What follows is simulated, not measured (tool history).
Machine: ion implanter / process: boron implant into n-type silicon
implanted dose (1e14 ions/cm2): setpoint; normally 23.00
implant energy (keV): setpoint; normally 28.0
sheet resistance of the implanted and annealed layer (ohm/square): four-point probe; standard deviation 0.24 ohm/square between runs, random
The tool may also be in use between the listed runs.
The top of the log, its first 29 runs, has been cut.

run,hour,implanted dose (1e14 ions/cm2),implant energy (keV),"read-back reference wafer on the same gauge, sheet resistance",sheet resistance of the implanted and annealed layer (ohm/square)
30,2303.1,18.11,32.0,84.44,81.36
31,2425.1,27.11,37.5,84.45,61.86
32,2472.9,23.00,28.0,84.40,72.32
33,2543.1,26.58,28.0,84.53,67.05
34,2609.1,18.18,22.0,84.40,86.92
35,2699.8,20.23,37.5,84.49,74.03
36,2766.6,23.00,34.5,84.59,69.10
37,2835.0,26.45,30.5,84.33,65.78
38,2895.3,26.58,28.0,84.52,66.94

Predict each of these 3 candidate next runs independently; none follows another, all start after run 38:
A,2895.7,23.00,28.0,?,?
B,2895.7,23.00,37.5,?,?
C,2895.7,26.91,36.5,?,?

run,"read-back reference wafer on the same gauge, sheet resistance",sheet resistance of the implanted and annealed layer (ohm/square)
A,84.39,71.99
B,84.39,67.87
C,84.39,62.29
Without the tool's unlogged condition, the same runs would have read:
run,sheet resistance of the implanted and annealed layer (ohm/square)
A,71.99
B,67.87
C,62.29
